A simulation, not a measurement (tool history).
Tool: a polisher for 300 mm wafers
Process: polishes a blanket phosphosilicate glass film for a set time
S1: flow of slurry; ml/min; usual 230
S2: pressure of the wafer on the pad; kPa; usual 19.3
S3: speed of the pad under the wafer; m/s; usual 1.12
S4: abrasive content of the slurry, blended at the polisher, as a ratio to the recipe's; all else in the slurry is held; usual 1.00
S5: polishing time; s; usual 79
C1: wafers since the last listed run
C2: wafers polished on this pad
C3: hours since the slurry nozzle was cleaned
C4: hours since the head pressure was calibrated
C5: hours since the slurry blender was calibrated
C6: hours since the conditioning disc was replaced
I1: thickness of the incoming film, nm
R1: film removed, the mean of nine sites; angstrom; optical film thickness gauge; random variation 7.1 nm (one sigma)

run	hour	S1	S2	S3	S4	S5	C1	C2	C3	C4	C5	C6	I1	R1
1	0.0	290	19.3	1.12	1.00	79	0	526	268.4	920.7	448.1	212.8	2168.0	6914
2	26.1	290	19.3	1.12	1.00	79	256	782	294.5	946.8	474.2	238.9	2232.1	7001
# hour 75.1: slurry blender recalibrated
3	90.0	290	19.3	1.12	1.00	79	608	1391	358.4	1010.7	14.9	302.8	2201.4	6945
# hour 121.5: worn pad replaced by a new one
4	149.7	230	22.1	1.12	0.80	79	547	277	418.1	1070.4	74.6	362.5	2164.2	6759
5	196.3	230	19.3	1.12	1.00	79	457	734	464.7	1117.0	121.2	409.1	2154.4	6679
6	245.8	230	15.2	1.12	1.00	79	486	1221	514.2	1166.5	170.7	458.6	2196.3	5617
# hour 275.9: head pressure recalibrated
# hour 276.8: worn pad replaced by a new one
7	287.9	230	19.3	1.12	1.00	79	384	108	556.3	12.0	212.8	500.7	2153.7	6756
8	323.7	280	19.3	1.12	1.00	79	351	460	592.1	47.8	248.6	536.5	2165.0	6821
9	373.3	230	19.3	1.12	1.00	79	487	948	641.7	97.4	298.2	586.1	2161.8	6625
# hour 383.5: conditioning disc replaced and pad reconditioned
10	410.1	230	19.3	1.12	1.00	79	341	1290	678.5	134.2	335.0	26.6	2219.4	6631
11	454.6	230	19.3	1.12	1.00	79	437	1727	723.0	178.7	379.5	71.1	2177.8	6714
# hour 466.8: slurry nozzle cleaned
# hour 475.4: worn pad replaced by a new one
12	526.2	230	19.3	1.36	1.00	79	654	499	59.4	250.3	451.1	142.7	2187.2	8267
13	555.5	160	22.8	1.12	0.90	106	287	787	88.7	279.6	480.4	172.0	2198.5	9688
14	594.3	230	22.1	0.88	1.00	79	381	1168	127.5	318.4	519.2	210.8	2172.3	6217
# hour 597.6: slurry blender recalibrated
15	635.6	230	19.3	1.12	1.00	66	386	1554	168.8	359.7	38.0	252.1	2204.2	5789
# hour 676.8: worn pad replaced by a new one
16	699.2	290	19.3	1.24	1.00	79	585	219	232.4	423.3	101.6	315.7	2201.0	7676
17	725.5	230	19.3	1.12	1.00	79	258	478	258.7	449.6	127.9	342.0	2194.1	6709
18	754.0	160	22.8	1.12	0.90	106	280	758	287.2	478.1	156.4	370.5	2178.4	9310
19	780.4	230	19.3	0.90	1.00	62	259	1017	313.6	504.5	182.8	396.9	2200.2	4539
20	805.1	265	16.5	1.48	1.00	79	242	1260	338.3	529.2	207.5	421.6	2206.6	7737
21	848.6	230	24.1	1.12	1.00	59	427	1687	381.8	572.7	251.0	465.1	2174.5	6014
# hour 865.6: worn pad replaced by a new one
22	885.8	230	19.3	1.12	1.00	79	326	198	419.0	609.9	288.2	502.3	2201.1	6707
23	910.7	275	19.3	1.12	0.85	79	244	443	443.9	634.8	313.1	527.2	2158.5	6504

Hidden state at the last listed run before each entry between runs and at the first one after, where it differs:
Between runs 2 and 3: slurry blender recalibrated (hour 75.1)
  slurry flow missing at the pad, %: 31.4 -> 34.4
  measured less the result without the state, R1: -234 -> -263 angstrom
Between runs 3 and 4: worn pad replaced by a new one (hour 121.5)
  slurry flow missing at the pad, %: 34.4 -> 36.6
  measured less the result without the state, R1: -263 -> -336 angstrom
Between runs 6 and 7: head pressure recalibrated (hour 275.9); worn pad replaced by a new one (hour 276.8)
  slurry flow missing at the pad, %: 39.2 -> 40.1
  measured less the result without the state, R1: -310 -> -386 angstrom
Between runs 9 and 10: conditioning disc replaced and pad reconditioned (hour 383.5)
  slurry flow missing at the pad, %: 41.5 -> 42
  measured less the result without the state, R1: -399 -> -407 angstrom
Between runs 11 and 12: slurry nozzle cleaned (hour 466.8); worn pad replaced by a new one (hour 475.4)
  slurry flow missing at the pad, %: 42.5 -> 11.3
  measured less the result without the state, R1: -419 -> -97 angstrom
Between runs 14 and 15: slurry blender recalibrated (hour 597.6)
  slurry flow missing at the pad, %: 19 -> 22.7
  measured less the result without the state, R1: -133 -> -153 angstrom
Between runs 15 and 16: worn pad replaced by a new one (hour 676.8)
  slurry flow missing at the pad, %: 22.7 -> 27.5
  measured less the result without the state, R1: -153 -> -215 angstrom
Between runs 21 and 22: worn pad replaced by a new one (hour 865.6)
  slurry flow missing at the pad, %: 35 -> 36.3
  measured less the result without the state, R1: -281 -> -331 angstrom
